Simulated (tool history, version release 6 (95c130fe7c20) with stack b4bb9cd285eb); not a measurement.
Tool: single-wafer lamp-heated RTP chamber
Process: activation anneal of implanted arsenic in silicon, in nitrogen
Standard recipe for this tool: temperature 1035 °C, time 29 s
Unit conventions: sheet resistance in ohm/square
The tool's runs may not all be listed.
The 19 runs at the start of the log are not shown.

run    hour  temperature  time  read-back reference wafer on the same gauge, sheet resistance  sheet resistance
 20  1476.9         1049    29                                                          72.95             74.18
 21  1565.4         1016    35                                                          73.06             81.96
     1590.7  -- gauge calibrated
     1608.6  -- pyrometer window cleaned and pyrometer calibrated
 22  1621.6         1018    23                                                          72.91             90.31
 23  1715.3         1035    29                                                             73             80.48
     1744.5  -- reflector plate cleaned
 24  1779.2         1008    45                                                           72.9             87.45
 25  1853.6         1006    29                                                          73.07             91.84
 26  1924.5         1035    35                                                          73.13             78.99
 27  1982.3         1062    43                                                          73.05             68.77
 28  2088.7         1035    29                                                          73.06             79.58
 29  2193.2         1035    29                                                          72.89             77.93
     2203.7  -- pyrometer window cleaned and pyrometer calibrated
 30  2267.5         1006    21                                                          73.05             96.83
 31  2320.9         1023    29                                                          72.98             85.19
 32  2369.6         1044    15                                                          73.13             86.27
 33  2416.8         1035    29                                                          72.85             80.09
 34  2469.1         1043    18                                                             73             83.78
 35  2513.1         1027    34                                                          72.93             80.43
 36  2551.9         1060    36                                                          72.78             70.49
     2578.9  -- reflector plate cleaned
 37  2595.1         1035    29                                                           73.1             81.43

Branching from run 37: 3 alternative next runs. What would each branch give?
  A  2595.5         1035    29                                                              ?                 ?
  B  2595.5         1060    29                                                              ?                 ?
  C  2595.5         1050    29                                                              ?                 ?

run  read-back reference wafer on the same gauge, sheet resistance  sheet resistance
  A                                                          73.21             80.37
  B                                                          73.21             72.96
  C                                                          73.21             75.73
Without the tool's unlogged condition, the same runs would have read:
run  sheet resistance
  A             83.54
  B             75.54
  C             78.55

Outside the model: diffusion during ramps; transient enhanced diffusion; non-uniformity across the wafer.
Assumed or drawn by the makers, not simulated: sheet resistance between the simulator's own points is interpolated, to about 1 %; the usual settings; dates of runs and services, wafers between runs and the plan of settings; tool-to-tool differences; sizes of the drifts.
